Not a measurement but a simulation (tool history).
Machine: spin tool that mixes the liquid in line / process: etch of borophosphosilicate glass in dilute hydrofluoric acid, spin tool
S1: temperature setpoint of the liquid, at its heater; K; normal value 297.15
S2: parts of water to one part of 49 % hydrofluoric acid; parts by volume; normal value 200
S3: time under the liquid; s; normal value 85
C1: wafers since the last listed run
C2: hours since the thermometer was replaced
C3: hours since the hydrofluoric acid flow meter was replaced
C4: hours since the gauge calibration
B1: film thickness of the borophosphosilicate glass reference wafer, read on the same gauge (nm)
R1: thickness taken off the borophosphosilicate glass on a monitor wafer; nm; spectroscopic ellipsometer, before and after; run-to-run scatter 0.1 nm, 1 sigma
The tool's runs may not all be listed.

run   hour      S1   S2   S3   C1      C2      C3     C4     B1     R1
  1      0  297.15  200   45    0  1435.4  1663.8   55.8  89.98   8.88
  2    7.2  297.15  200   85   78  1442.6    1671     63  90.01  16.68
  3   13.6  297.15  200   85   70    1449  1677.4   69.4  90.01   16.9
  4   27.9  298.15  200   85  156  1463.3  1691.7   83.7  90.02  17.28
  5   64.3  298.15  200   85  398  1499.7  1728.1  120.1  89.99  17.39
  6   75.1  298.15  200   85  118  1510.5  1738.9  130.9  89.99  17.32
  7   91.3  297.15  200   85  177  1526.7  1755.1  147.1     90  16.99
  8    125  297.15  200   85  368  1560.4  1788.8  180.8  89.99  16.76
  9  141.6  300.65  200   85  181    1577  1805.4  197.4     90  19.15
 10  157.5  297.15  200   85  173  1592.9  1821.3  213.3     90   16.9
 11  169.3  297.15  200   85  129  1604.7  1833.1  225.1  89.99   16.8
 12  185.8  297.15  200   85  180  1621.2  1849.6  241.6     90  16.66
 13  193.7  300.15  125  125   86  1629.1  1857.5  249.5     90  48.57
 14  209.5  295.65  230   45  172  1644.9  1873.3  265.3  90.01   7.14
 15  215.8  293.15  200   35   68  1651.2  1879.6  271.6  89.98   5.95
 16  226.8  294.65  120  135  120  1662.2  1890.6  282.6  89.99   43.5
 17  244.1  297.15  165  135  189  1679.5  1907.9  299.9     90  33.69
     267.5  -- gauge calibrated
 18    298  295.15  115  110  589  1733.4  1961.8   30.5     90  38.33
 19  305.9  297.15  200   85   86  1741.3  1969.7   38.4  90.01   17.1
 20  322.1  298.15  200   85  177  1757.5  1985.9   54.6  89.98  17.39
     332.1  -- thermometer replaced
 21  332.6  294.15  175   85  103     0.5  1996.4   65.1     90   17.7
 22  369.3  294.65  255   45  401    37.2  2033.1  101.8     90   6.12
     374.8  -- hydrofluoric acid flow meter replaced
 23  385.3  301.65  200   40  164    53.2    10.5  117.8  89.99   8.58

Estimate the outcome of run 24 from the log above:
 24  395.5  297.15  200  85  111  63.4  20.7  128   ?   ?

{"run 24": {"B1": 90.01, "R1": 15.45}}
Take away the tool's hidden state, keep the run-to-run variation as it was, and the same run would have given R1 15.13 nm.
